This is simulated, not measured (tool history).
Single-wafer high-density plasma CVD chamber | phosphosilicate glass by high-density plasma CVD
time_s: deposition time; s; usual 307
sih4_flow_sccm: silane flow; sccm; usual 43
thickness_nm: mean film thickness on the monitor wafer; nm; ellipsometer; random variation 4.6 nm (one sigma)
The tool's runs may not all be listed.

run    hour  time_s  sih4_flow_sccm  read-back reference wafer on the same gauge, thickness_nm  thickness_nm
  1     0.0     307              43                                                   1538.692      1299.390
  2    61.9     307              43                                                   1542.500      1289.557
  3   234.1     307              43                                                   1538.694      1292.216
  4   293.7     307              43                                                   1539.441      1285.313
  5   331.7     307              43                                                   1538.622      1285.598
  6   382.8     307              43                                                   1542.443      1279.272
  7   421.7     307              43                                                   1540.338      1278.438
      423.3  -- gauge calibrated
  8   483.6     307              43                                                   1539.290      1286.149
  9   522.7     307              43                                                   1541.197      1279.351
 10   579.3     307              43                                                   1540.914      1272.556
 11   641.9     272              37                                                   1539.866       972.604
 12   686.7     307              43                                                   1539.439      1275.970
      706.2  -- silane flow controller replaced
 13   751.3     329              40                                                   1540.736      1318.812
 14   798.3     259              43                                                   1540.264      1116.056
 15   832.1     307              43                                                   1538.672      1318.930
 16   881.3     307              43                                                   1541.204      1325.311
 17   918.3     307              43                                                   1539.047      1326.042
 18   974.5     323              49                                                   1540.122      1590.307
 19  1003.1     267              48                                                   1538.481      1277.515
 20  1033.9     307              47                                                   1538.920      1444.738

Forecast each of these 3 alternatives for the next run:
  A  1034.4     271              43                                                          ?             ?
  B  1034.4     274              51                                                          ?             ?
  C  1034.4     273              43                                                          ?             ?

run  read-back reference wafer on the same gauge, thickness_nm  thickness_nm
  A                                                   1539.582      1155.366
  B                                                   1539.582      1385.488
  C                                                   1539.582      1163.893
Without the tool's hidden state the same runs would have given:
run  thickness_nm
  A      1150.838
  B      1380.058
  C      1159.331

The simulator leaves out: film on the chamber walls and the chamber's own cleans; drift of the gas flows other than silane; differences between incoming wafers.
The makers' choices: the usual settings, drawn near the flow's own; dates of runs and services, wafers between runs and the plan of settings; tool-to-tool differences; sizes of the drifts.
